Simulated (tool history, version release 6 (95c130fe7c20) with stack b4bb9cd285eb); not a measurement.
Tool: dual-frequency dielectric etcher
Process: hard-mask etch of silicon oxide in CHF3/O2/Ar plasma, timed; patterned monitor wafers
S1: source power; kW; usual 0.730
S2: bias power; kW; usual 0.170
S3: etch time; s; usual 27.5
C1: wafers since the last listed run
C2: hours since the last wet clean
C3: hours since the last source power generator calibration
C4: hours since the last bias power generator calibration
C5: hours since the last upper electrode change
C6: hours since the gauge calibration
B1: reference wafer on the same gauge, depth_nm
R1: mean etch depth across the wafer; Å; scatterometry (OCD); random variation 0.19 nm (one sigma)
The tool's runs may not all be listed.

{"run": 1, "hour": 0.0, "S1": 0.73, "S2": 0.17, "S3": 27.5, "C1": 0, "C2": 44.6, "C3": 2524.7, "C4": 1189.5, "C5": 3365.9, "C6": 472.3, "B1": 58.0, "R1": 646}
{"run": 2, "hour": 95.3, "S1": 0.73, "S2": 0.17, "S3": 27.5, "C1": 1302, "C2": 139.9, "C3": 2620.0, "C4": 1284.8, "C5": 3461.2, "C6": 567.6, "B1": 57.9, "R1": 651}
{"run": 3, "hour": 198.9, "S1": 0.73, "S2": 0.157, "S3": 27.5, "C1": 1415, "C2": 243.5, "C3": 2723.6, "C4": 1388.4, "C5": 3564.8, "C6": 671.2, "B1": 57.9, "R1": 641}
{"run": 4, "hour": 258.6, "S1": 0.73, "S2": 0.157, "S3": 27.5, "C1": 815, "C2": 303.2, "C3": 2783.3, "C4": 1448.1, "C5": 3624.5, "C6": 730.9, "B1": 57.9, "R1": 644}
{"run": 5, "hour": 302.0, "S1": 0.73, "S2": 0.157, "S3": 27.5, "C1": 593, "C2": 346.6, "C3": 2826.7, "C4": 1491.5, "C5": 3667.9, "C6": 774.3, "B1": 57.9, "R1": 641}
{"run": 6, "hour": 386.7, "S1": 0.73, "S2": 0.17, "S3": 30.5, "C1": 1157, "C2": 431.3, "C3": 2911.4, "C4": 1576.2, "C5": 3752.6, "C6": 859.0, "B1": 57.8, "R1": 725}
{"hour": 487.2, "done": "wet clean of the chamber"}
{"run": 7, "hour": 492.5, "S1": 0.86, "S2": 0.17, "S3": 27.5, "C1": 1117, "C2": 5.3, "C3": 3017.2, "C4": 1682.0, "C5": 3858.4, "C6": 964.8, "B1": 57.9, "R1": 698}
{"run": 8, "hour": 532.6, "S1": 0.86, "S2": 0.17, "S3": 27.5, "C1": 547, "C2": 45.4, "C3": 3057.3, "C4": 1722.1, "C5": 3898.5, "C6": 1004.9, "B1": 57.9, "R1": 699}
{"run": 9, "hour": 632.4, "S1": 0.86, "S2": 0.17, "S3": 27.5, "C1": 1363, "C2": 145.2, "C3": 3157.1, "C4": 1821.9, "C5": 3998.3, "C6": 1104.7, "B1": 57.9, "R1": 701}
{"run": 10, "hour": 686.5, "S1": 0.73, "S2": 0.17, "S3": 27.5, "C1": 739, "C2": 199.3, "C3": 3211.2, "C4": 1876.0, "C5": 4052.4, "C6": 1158.8, "B1": 57.9, "R1": 647}
{"hour": 734.6, "done": "upper electrode replaced"}
{"run": 11, "hour": 765.3, "S1": 0.73, "S2": 0.17, "S3": 27.5, "C1": 748, "C2": 278.1, "C3": 3290.0, "C4": 1954.8, "C5": 30.7, "C6": 1237.6, "B1": 57.9, "R1": 649}
{"run": 12, "hour": 823.5, "S1": 0.73, "S2": 0.17, "S3": 27.5, "C1": 795, "C2": 336.3, "C3": 3348.2, "C4": 2013.0, "C5": 88.9, "C6": 1295.8, "B1": 57.9, "R1": 649}
{"run": 13, "hour": 875.7, "S1": 0.73, "S2": 0.17, "S3": 27.5, "C1": 713, "C2": 388.5, "C3": 3400.4, "C4": 2065.2, "C5": 141.1, "C6": 1348.0, "B1": 57.9, "R1": 646}
{"run": 14, "hour": 937.9, "S1": 0.73, "S2": 0.17, "S3": 27.5, "C1": 849, "C2": 450.7, "C3": 3462.6, "C4": 2127.4, "C5": 203.3, "C6": 1410.2, "B1": 57.8, "R1": 649}
{"run": 15, "hour": 1017.4, "S1": 0.73, "S2": 0.194, "S3": 27.5, "C1": 1086, "C2": 530.2, "C3": 3542.1, "C4": 2206.9, "C5": 282.8, "C6": 1489.7, "B1": 57.9, "R1": 662}
{"hour": 1043.9, "done": "wet clean of the chamber"}
{"run": 16, "hour": 1119.6, "S1": 0.79, "S2": 0.17, "S3": 27.5, "C1": 1068, "C2": 75.7, "C3": 3644.3, "C4": 2309.1, "C5": 385.0, "C6": 1591.9, "B1": 57.9, "R1": 674}
{"run": 17, "hour": 1167.3, "S1": 0.73, "S2": 0.17, "S3": 27.5, "C1": 651, "C2": 123.4, "C3": 3692.0, "C4": 2356.8, "C5": 432.7, "C6": 1639.6, "B1": 57.8, "R1": 648}
{"run": 18, "hour": 1215.9, "S1": 0.73, "S2": 0.17, "S3": 27.5, "C1": 664, "C2": 172.0, "C3": 3740.6, "C4": 2405.4, "C5": 481.3, "C6": 1688.2, "B1": 57.9, "R1": 650}
{"run": 19, "hour": 1294.0, "S1": 0.78, "S2": 0.147, "S3": 27.5, "C1": 1067, "C2": 250.1, "C3": 3818.7, "C4": 2483.5, "C5": 559.4, "C6": 1766.3, "B1": 57.9, "R1": 655}
{"run": 20, "hour": 1401.8, "S1": 0.73, "S2": 0.17, "S3": 32.5, "C1": 1473, "C2": 357.9, "C3": 3926.5, "C4": 2591.3, "C5": 667.2, "C6": 1874.1, "B1": 57.9, "R1": 765}
{"hour": 1531.6, "done": "gauge calibrated"}
{"hour": 1564.8, "done": "source power generator calibrated"}
{"hour": 1568.9, "done": "wet clean of the chamber"}
{"hour": 1595.9, "done": "bias power generator calibrated"}
{"run": 21, "hour": 1660.7, "S1": 0.57, "S2": 0.17, "S3": 27.5, "C1": 3372, "C2": 91.8, "C3": 95.9, "C4": 64.8, "C5": 926.1, "C6": 129.1, "B1": 57.9, "R1": 581}
{"run": 22, "hour": 1698.8, "S1": 0.59, "S2": 0.159, "S3": 35.0, "C1": 520, "C2": 129.9, "C3": 134.0, "C4": 102.9, "C5": 964.2, "C6": 167.2, "B1": 57.9, "R1": 744}
{"run": 23, "hour": 1796.4, "S1": 0.61, "S2": 0.211, "S3": 35.5, "C1": 1333, "C2": 227.5, "C3": 231.6, "C4": 200.5, "C5": 1061.8, "C6": 264.8, "B1": 57.8, "R1": 803}
{"run": 24, "hour": 1874.0, "S1": 0.73, "S2": 0.17, "S3": 27.5, "C1": 1060, "C2": 305.1, "C3": 309.2, "C4": 278.1, "C5": 1139.4, "C6": 342.4, "B1": 57.9, "R1": 651}
{"run": 25, "hour": 1933.5, "S1": 0.83, "S2": 0.143, "S3": 27.5, "C1": 813, "C2": 364.6, "C3": 368.7, "C4": 337.6, "C5": 1198.9, "C6": 401.9, "B1": 57.9, "R1": 674}
{"run": 26, "hour": 1983.6, "S1": 0.73, "S2": 0.17, "S3": 27.5, "C1": 684, "C2": 414.7, "C3": 418.8, "C4": 387.7, "C5": 1249.0, "C6": 452.0, "B1": 57.9, "R1": 650}
{"run": 27, "hour": 2061.9, "S1": 0.58, "S2": 0.205, "S3": 27.5, "C1": 1069, "C2": 493.0, "C3": 497.1, "C4": 466.0, "C5": 1327.3, "C6": 530.3, "B1": 57.8, "R1": 605}
{"hour": 2130.1, "done": "wet clean of the chamber"}
{"run": 28, "hour": 2130.6, "S1": 0.73, "S2": 0.17, "S3": 27.5, "C1": 610, "C2": 0.5, "C3": 565.8, "C4": 534.7, "C5": 1396.0, "C6": 599.0, "B1": 57.9, "R1": 647}
{"run": 29, "hour": 2189.0, "S1": 0.73, "S2": 0.17, "S3": 32.0, "C1": 798, "C2": 58.9, "C3": 624.2, "C4": 593.1, "C5": 1454.4, "C6": 657.4, "B1": 57.9, "R1": 755}
{"run": 30, "hour": 2226.1, "S1": 0.55, "S2": 0.17, "S3": 35.0, "C1": 506, "C2": 96.0, "C3": 661.3, "C4": 630.2, "C5": 1491.5, "C6": 694.5, "B1": 57.9, "R1": 728}

The tool's hidden state at each run:
etch rate over this chamber's usual, %: 0 in every run
source power that arrives over what is set, %: 0 in every run
bias power that arrives over what is set, %: 0 in every run
gauge reads high (%): 0 in every run

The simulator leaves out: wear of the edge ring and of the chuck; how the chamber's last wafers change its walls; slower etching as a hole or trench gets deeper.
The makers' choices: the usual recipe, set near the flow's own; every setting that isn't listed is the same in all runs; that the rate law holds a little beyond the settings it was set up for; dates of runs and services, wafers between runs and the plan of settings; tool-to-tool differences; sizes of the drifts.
